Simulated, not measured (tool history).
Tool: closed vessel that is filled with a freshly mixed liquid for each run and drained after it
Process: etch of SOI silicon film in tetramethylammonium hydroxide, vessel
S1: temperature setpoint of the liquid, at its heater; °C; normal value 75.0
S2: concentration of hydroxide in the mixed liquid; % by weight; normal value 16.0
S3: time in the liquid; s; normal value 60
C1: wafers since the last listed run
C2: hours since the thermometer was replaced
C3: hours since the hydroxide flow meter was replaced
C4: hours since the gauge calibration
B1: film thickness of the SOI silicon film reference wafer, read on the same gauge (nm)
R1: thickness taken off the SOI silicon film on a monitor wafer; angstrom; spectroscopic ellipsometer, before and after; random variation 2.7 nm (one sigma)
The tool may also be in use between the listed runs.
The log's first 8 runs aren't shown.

Run 9, day 17.758: usual settings but S2 19.0 % by weight; C1 5032; C2 714.0; C3 336.0; C4 825.7; B1 100.01. Result: R1 4659.7 angstrom.
Run 10, day 19.983: usual settings; C1 7186; C2 767.4; C3 389.4; C4 879.1; B1 100.02. Result: R1 5016.3 angstrom.
At day 21.596: hydroxide flow meter replaced.
Run 11, day 21.938: usual settings; C1 6176; C2 814.3; C3 8.2; C4 926.0; B1 100.02. Result: R1 4816.1 angstrom.
Run 12, day 24.283: usual settings; C1 7576; C2 870.6; C3 64.5; C4 982.3; B1 99.99. Result: R1 4838.2 angstrom.
Run 13, day 25.696: usual settings; C1 4561; C2 904.5; C3 98.4; C4 1016.2; B1 99.97. Result: R1 4880.2 angstrom.
Run 14, day 26.867: usual settings; C1 3781; C2 932.6; C3 126.5; C4 1044.3; B1 100.03. Result: R1 4858.6 angstrom.
At day 30.167: gauge calibrated.
Run 15, day 31.925: usual settings; C1 16336; C2 1054.0; C3 247.9; C4 42.2; B1 100.03. Result: R1 4878.9 angstrom.
Run 16, day 33.283: usual settings but S3 45 s; C1 4386; C2 1086.6; C3 280.5; C4 74.8; B1 99.95. Result: R1 3707.4 angstrom.
Run 17, day 34.567: usual settings but S1 69.0 °C, S2 12.5 % by weight, S3 85 s; C1 4144; C2 1117.4; C3 311.3; C4 105.6; B1 99.98. Result: R1 5539.2 angstrom.
Run 18, day 36.558: usual settings; C1 6432; C2 1165.2; C3 359.1; C4 153.4; B1 99.97. Result: R1 4974.7 angstrom.
Run 19, day 37.633: usual settings but S1 73.0 °C, S3 40 s; C1 3471; C2 1191.0; C3 384.9; C4 179.2; B1 99.96. Result: R1 2996.5 angstrom.
At day 38.300: thermometer replaced.
Run 20, day 39.521: usual settings but S1 80.5 °C, S3 75 s; C1 5961; C2 29.3; C3 430.2; C4 224.5; B1 99.99. Result: R1 8608.6 angstrom.
At day 39.954: hydroxide flow meter replaced.
Run 21, day 40.575: usual settings but S1 81.5 °C, S3 95 s; C1 3270; C2 54.6; C3 14.9; C4 249.8; B1 99.98. Result: R1 11065.7 angstrom.
Run 22, day 41.746: usual settings but S2 18.0 % by weight; C1 3781; C2 82.7; C3 43.0; C4 277.9; B1 100.04. Result: R1 4641.1 angstrom.
Run 23, day 44.192: usual settings; C1 7899; C2 141.4; C3 101.7; C4 336.6; B1 99.99. Result: R1 4895.8 angstrom.
Run 24, day 50.017: usual settings but S2 19.0 % by weight; C1 18812; C2 281.2; C3 241.5; C4 476.4; B1 100.01. Result: R1 4626.8 angstrom.
Run 25, day 52.312: usual settings but S1 81.5 °C, S2 18.0 % by weight; C1 7414; C2 336.3; C3 296.6; C4 531.5; B1 99.98. Result: R1 6862.0 angstrom.
Run 26, day 54.438: usual settings but S1 69.5 °C, S2 18.5 % by weight, S3 80 s; C1 6863; C2 387.3; C3 347.6; C4 582.5; B1 99.98. Result: R1 4590.0 angstrom.
Run 27, day 56.196: usual settings but S1 71.5 °C, S2 13.5 % by weight, S3 85 s; C1 5678; C2 429.5; C3 389.8; C4 624.7; B1 100.00. Result: R1 6288.3 angstrom.
Run 28, day 58.129: usual settings but S2 20.0 % by weight; C1 6244; C2 475.9; C3 436.2; C4 671.1; B1 99.98. Result: R1 4637.4 angstrom.
Run 29, day 60.692: usual settings; C1 8276; C2 537.4; C3 497.7; C4 732.6; B1 99.97. Result: R1 5082.7 angstrom.
At day 61.125: hydroxide flow meter replaced.
Run 30, day 63.658: usual settings; C1 9446; C2 608.6; C3 60.8; C4 803.8; B1 99.98. Result: R1 4838.5 angstrom.

Here are 5 independent what-if runs from the current tool condition. What would each one return?
Run A, day 63.688: usual settings; C1 94; C2 609.3; C3 61.5; C4 804.5; B1 ?. Result: R1 ?.
Run B, day 63.688: usual settings but S2 11.5 % by weight, S3 70 s; C1 94; C2 609.3; C3 61.5; C4 804.5; B1 ?. Result: R1 ?.
Run C, day 63.688: usual settings but S1 79.0 °C, S2 14.0 % by weight, S3 30 s; C1 94; C2 609.3; C3 61.5; C4 804.5; B1 ?. Result: R1 ?.
Run D, day 63.688: usual settings but S2 20.5 % by weight; C1 94; C2 609.3; C3 61.5; C4 804.5; B1 ?. Result: R1 ?.
Run E, day 63.688: usual settings but S1 81.5 °C, S2 13.5 % by weight, S3 90 s; C1 94; C2 609.3; C3 61.5; C4 804.5; B1 ?. Result: R1 ?.

run     B1       R1
  A  99.98   4841.9
  B  99.98   6537.4
  C  99.98   3228.4
  D  99.98   4388.6
  E  99.98  11316.8
Take away the tool's hidden state, keep each run's random variation, and the runs would have read:
run       R1
  A   4800.7
  B   6475.5
  C   3188.0
  D   4335.9
  E  11182.8

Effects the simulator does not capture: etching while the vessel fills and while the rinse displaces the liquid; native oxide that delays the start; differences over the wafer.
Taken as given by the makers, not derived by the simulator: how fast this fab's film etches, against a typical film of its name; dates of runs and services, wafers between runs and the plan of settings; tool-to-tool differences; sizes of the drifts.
